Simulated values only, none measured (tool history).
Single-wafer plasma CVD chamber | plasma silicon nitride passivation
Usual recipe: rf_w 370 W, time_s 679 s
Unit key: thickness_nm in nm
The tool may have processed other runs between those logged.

run     day  rf_w  time_s  wafers since the last listed run  hours since the last RF generator calibration  hours since the showerhead was replaced  hours since the gauge calibration  read-back reference wafer on the same gauge, thickness_nm  thickness_nm
  1   0.000   370     786                                 0                                         1466.1                                   2246.8                               63.5                                                    791.879      1110.294
  2   0.842   370     679                                47                                         1486.3                                   2267.0                               83.7                                                    792.569       976.440
  3   2.267   370     679                                80                                         1520.5                                   2301.2                              117.9                                                    790.709       959.777
  4   3.258   370     679                                56                                         1544.3                                   2325.0                              141.7                                                    791.427       961.459
  5   3.954   315     679                                39                                         1561.0                                   2341.7                              158.4                                                    792.084       920.284
  6   4.929   315     679                                55                                         1584.4                                   2365.1                              181.8                                                    792.478       921.966
  7   6.379   315     679                                82                                         1619.2                                   2399.9                              216.6                                                    789.965       920.266
  8   7.554   370     679                                66                                         1647.4                                   2428.1                              244.8                                                    790.124       959.356
  9   8.254   370     679                                39                                         1664.2                                   2444.9                              261.6                                                    789.325       969.005
 10  11.250   425     679                               169                                         1736.1                                   2516.8                              333.5                                                    789.399       991.730
 11  13.646   425     679                               135                                         1793.6                                   2574.3                              391.0                                                    791.789      1003.124
 12  14.971   320     555                                75                                         1825.4                                   2606.1                              422.8                                                    790.638       752.434
     16.079  -- RF generator calibrated
 13  16.338   415     725                                58                                            6.2                                   2638.9                              455.6                                                    793.402      1069.608
     16.921  -- gauge calibrated
 14  17.012   410     807                                38                                           22.4                                   2655.1                                2.2                                                    790.698      1181.413
     17.775  -- showerhead replaced
 15  17.796   420     679                                25                                           41.2                                      0.5                               21.0                                                    790.069      1000.257
 16  19.100   415     620                                73                                           72.5                                     31.8                               52.3                                                    791.506       908.660
 17  20.096   325     679                                56                                           96.4                                     55.7                               76.2                                                    790.339       926.085
 18  21.558   370     559                                82                                          131.5                                     90.8                              111.3                                                    792.007       802.703
 19  22.462   370     679                                51                                          153.2                                    112.5                              133.0                                                    791.826       963.208
 20  23.229   370     735                                43                                          171.6                                    130.9                              151.4                                                    790.730      1058.596

What will run 21 give?
 21  24.838   370     679                                91                                          210.2                                    169.5                              190.0                                                          ?             ?

Run 21 gave read-back reference wafer on the same gauge, thickness_nm 793.650, thickness_nm 970.077 nm.
With no hidden state in the tool, this same run would have given thickness_nm 970.077 nm.
